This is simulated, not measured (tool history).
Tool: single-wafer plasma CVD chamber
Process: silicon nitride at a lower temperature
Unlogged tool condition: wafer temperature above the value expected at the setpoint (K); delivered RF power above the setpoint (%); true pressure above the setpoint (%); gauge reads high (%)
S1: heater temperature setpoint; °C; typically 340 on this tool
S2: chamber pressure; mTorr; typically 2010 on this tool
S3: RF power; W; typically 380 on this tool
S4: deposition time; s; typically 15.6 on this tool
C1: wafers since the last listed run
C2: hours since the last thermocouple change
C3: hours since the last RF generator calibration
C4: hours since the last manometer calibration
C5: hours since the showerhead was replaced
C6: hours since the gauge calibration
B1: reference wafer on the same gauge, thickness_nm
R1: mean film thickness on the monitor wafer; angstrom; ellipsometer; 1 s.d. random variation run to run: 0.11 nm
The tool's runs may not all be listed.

{"run": 1, "day": 0.0, "S1": 340, "S2": 2010, "S3": 380, "S4": 15.6, "C1": 0, "C2": 764.1, "C3": 1391.7, "C4": 232.2, "C5": 4033.8, "C6": 2012.1, "B1": 20.2, "R1": 219.0}
{"run": 2, "day": 4.471, "S1": 340, "S2": 2010, "S3": 400, "S4": 15.6, "C1": 3577, "C2": 871.4, "C3": 1499.0, "C4": 339.5, "C5": 4141.1, "C6": 2119.4, "B1": 20.146, "R1": 225.14}
{"day": 8.725, "done": "showerhead replaced"}
{"day": 9.617, "done": "gauge calibrated"}
{"run": 3, "day": 13.592, "S1": 327, "S2": 2010, "S3": 330, "S4": 15.6, "C1": 7032, "C2": 1090.3, "C3": 1717.9, "C4": 558.4, "C5": 116.8, "C6": 95.4, "B1": 20.205, "R1": 202.7}
{"run": 4, "day": 18.325, "S1": 330, "S2": 2010, "S3": 325, "S4": 15.6, "C1": 3787, "C2": 1203.9, "C3": 1831.5, "C4": 672.0, "C5": 230.4, "C6": 209.0, "B1": 20.248, "R1": 199.93}
{"run": 5, "day": 20.296, "S1": 340, "S2": 2310, "S3": 380, "S4": 15.6, "C1": 1577, "C2": 1251.2, "C3": 1878.8, "C4": 719.3, "C5": 277.7, "C6": 256.3, "B1": 20.159, "R1": 222.22}
{"day": 24.167, "done": "thermocouple changed; heater temperature recalibrated"}
{"run": 6, "day": 24.292, "S1": 340, "S2": 2010, "S3": 380, "S4": 15.6, "C1": 2930, "C2": 3.0, "C3": 1974.7, "C4": 815.2, "C5": 373.6, "C6": 352.2, "B1": 20.134, "R1": 215.61}
{"day": 26.846, "done": "RF generator calibrated"}
{"run": 7, "day": 28.704, "S1": 345, "S2": 2240, "S3": 415, "S4": 15.6, "C1": 3264, "C2": 108.9, "C3": 44.6, "C4": 921.1, "C5": 479.5, "C6": 458.1, "B1": 20.192, "R1": 237.83}
{"run": 8, "day": 32.842, "S1": 340, "S2": 2010, "S3": 380, "S4": 15.6, "C1": 3311, "C2": 208.2, "C3": 143.9, "C4": 1020.4, "C5": 578.8, "C6": 557.4, "B1": 20.196, "R1": 221.64}
{"run": 9, "day": 35.262, "S1": 340, "S2": 2010, "S3": 380, "S4": 15.6, "C1": 1937, "C2": 266.3, "C3": 202.0, "C4": 1078.5, "C5": 636.9, "C6": 615.5, "B1": 20.136, "R1": 220.19}
{"run": 10, "day": 38.375, "S1": 330, "S2": 1710, "S3": 410, "S4": 13.6, "C1": 2490, "C2": 341.0, "C3": 276.7, "C4": 1153.2, "C5": 711.6, "C6": 690.2, "B1": 20.194, "R1": 194.54}
{"run": 11, "day": 42.1, "S1": 340, "S2": 2010, "S3": 380, "S4": 15.6, "C1": 2980, "C2": 430.4, "C3": 366.1, "C4": 1242.6, "C5": 801.0, "C6": 779.6, "B1": 20.192, "R1": 220.08}
{"run": 12, "day": 44.792, "S1": 331, "S2": 2010, "S3": 325, "S4": 17.8, "C1": 2154, "C2": 495.0, "C3": 430.7, "C4": 1307.2, "C5": 865.6, "C6": 844.2, "B1": 20.213, "R1": 231.97}
{"run": 13, "day": 47.996, "S1": 340, "S2": 2010, "S3": 380, "S4": 15.6, "C1": 2564, "C2": 571.9, "C3": 507.6, "C4": 1384.1, "C5": 942.5, "C6": 921.1, "B1": 20.163, "R1": 220.14}
{"run": 14, "day": 49.608, "S1": 340, "S2": 1810, "S3": 380, "S4": 18.4, "C1": 1290, "C2": 610.6, "C3": 546.3, "C4": 1422.8, "C5": 981.2, "C6": 959.8, "B1": 20.201, "R1": 255.34}
{"run": 15, "day": 59.517, "S1": 340, "S2": 2010, "S3": 380, "S4": 15.6, "C1": 7929, "C2": 848.4, "C3": 784.1, "C4": 1660.6, "C5": 1219.0, "C6": 1197.6, "B1": 20.175, "R1": 218.47}
{"run": 16, "day": 63.958, "S1": 340, "S2": 2010, "S3": 380, "S4": 15.6, "C1": 3554, "C2": 955.0, "C3": 890.7, "C4": 1767.2, "C5": 1325.6, "C6": 1304.2, "B1": 20.193, "R1": 217.57}
{"run": 17, "day": 66.425, "S1": 349, "S2": 2010, "S3": 405, "S4": 15.6, "C1": 1973, "C2": 1014.2, "C3": 949.9, "C4": 1826.4, "C5": 1384.8, "C6": 1363.4, "B1": 20.231, "R1": 228.58}
{"run": 18, "day": 68.433, "S1": 340, "S2": 2010, "S3": 380, "S4": 12.6, "C1": 1607, "C2": 1062.4, "C3": 998.1, "C4": 1874.6, "C5": 1433.0, "C6": 1411.6, "B1": 20.175, "R1": 174.99}
{"run": 19, "day": 70.158, "S1": 330, "S2": 2470, "S3": 410, "S4": 14.6, "C1": 1380, "C2": 1103.8, "C3": 1039.5, "C4": 1916.0, "C5": 1474.4, "C6": 1453.0, "B1": 20.224, "R1": 220.24}
{"run": 20, "day": 74.246, "S1": 340, "S2": 1810, "S3": 380, "S4": 18.4, "C1": 3271, "C2": 1201.9, "C3": 1137.6, "C4": 2014.1, "C5": 1572.5, "C6": 1551.1, "B1": 20.191, "R1": 254.18}
{"run": 21, "day": 78.046, "S1": 340, "S2": 2200, "S3": 380, "S4": 16.4, "C1": 3040, "C2": 1293.1, "C3": 1228.8, "C4": 2105.3, "C5": 1663.7, "C6": 1642.3, "B1": 20.224, "R1": 231.66}
{"day": 80.508, "done": "thermocouple changed; heater temperature recalibrated"}
{"run": 22, "day": 80.529, "S1": 326, "S2": 2190, "S3": 415, "S4": 15.6, "C1": 1720, "C2": 0.5, "C3": 1288.4, "C4": 2164.9, "C5": 1723.3, "C6": 1701.9, "B1": 20.197, "R1": 232.72}
{"run": 23, "day": 82.971, "S1": 340, "S2": 2280, "S3": 380, "S4": 15.6, "C1": 1953, "C2": 59.1, "C3": 1347.0, "C4": 2223.5, "C5": 1781.9, "C6": 1760.5, "B1": 20.145, "R1": 220.5}
{"run": 24, "day": 84.542, "S1": 351, "S2": 2350, "S3": 330, "S4": 15.6, "C1": 1257, "C2": 96.8, "C3": 1384.7, "C4": 2261.2, "C5": 1819.6, "C6": 1798.2, "B1": 20.169, "R1": 206.12}
{"run": 25, "day": 86.417, "S1": 340, "S2": 2010, "S3": 380, "S4": 15.6, "C1": 1500, "C2": 141.8, "C3": 1429.7, "C4": 2306.2, "C5": 1864.6, "C6": 1843.2, "B1": 20.228, "R1": 217.48}
{"run": 26, "day": 89.529, "S1": 330, "S2": 1670, "S3": 380, "S4": 15.6, "C1": 2490, "C2": 216.5, "C3": 1504.4, "C4": 2380.9, "C5": 1939.3, "C6": 1917.9, "B1": 20.208, "R1": 212.86}
{"run": 27, "day": 92.55, "S1": 350, "S2": 2010, "S3": 315, "S4": 15.6, "C1": 2417, "C2": 289.0, "C3": 1576.9, "C4": 2453.4, "C5": 2011.8, "C6": 1990.4, "B1": 20.269, "R1": 195.44}

Predict each of these 5 candidate next runs independently; none follows another, all start after run 27:
{"run": "A", "day": 92.567, "S1": 340, "S2": 2010, "S3": 380, "S4": 14.7, "C1": 6, "C2": 289.4, "C3": 1577.3, "C4": 2453.8, "C5": 2012.2, "C6": 1990.8, "B1": "?", "R1": "?"}
{"run": "B", "day": 92.567, "S1": 354, "S2": 1600, "S3": 380, "S4": 15.6, "C1": 6, "C2": 289.4, "C3": 1577.3, "C4": 2453.8, "C5": 2012.2, "C6": 1990.8, "B1": "?", "R1": "?"}
{"run": "C", "day": 92.567, "S1": 340, "S2": 2010, "S3": 335, "S4": 15.6, "C1": 6, "C2": 289.4, "C3": 1577.3, "C4": 2453.8, "C5": 2012.2, "C6": 1990.8, "B1": "?", "R1": "?"}
{"run": "D", "day": 92.567, "S1": 346, "S2": 1720, "S3": 305, "S4": 12.9, "C1": 6, "C2": 289.4, "C3": 1577.3, "C4": 2453.8, "C5": 2012.2, "C6": 1990.8, "B1": "?", "R1": "?"}
{"run": "E", "day": 92.567, "S1": 347, "S2": 2010, "S3": 380, "S4": 13.8, "C1": 6, "C2": 289.4, "C3": 1577.3, "C4": 2453.8, "C5": 2012.2, "C6": 1990.8, "B1": "?", "R1": "?"}

run=A B1=20.199 R1=205.58
run=B B1=20.199 R1=209.41
run=C B1=20.199 R1=203.23
run=D B1=20.199 R1=155.09
run=E B1=20.199 R1=192.54
What these runs would have given with no unlogged condition in the tool:
run=A R1=210.81
run=B R1=214.74
run=C R1=208.45
run=D R1=159.20
run=E R1=197.44
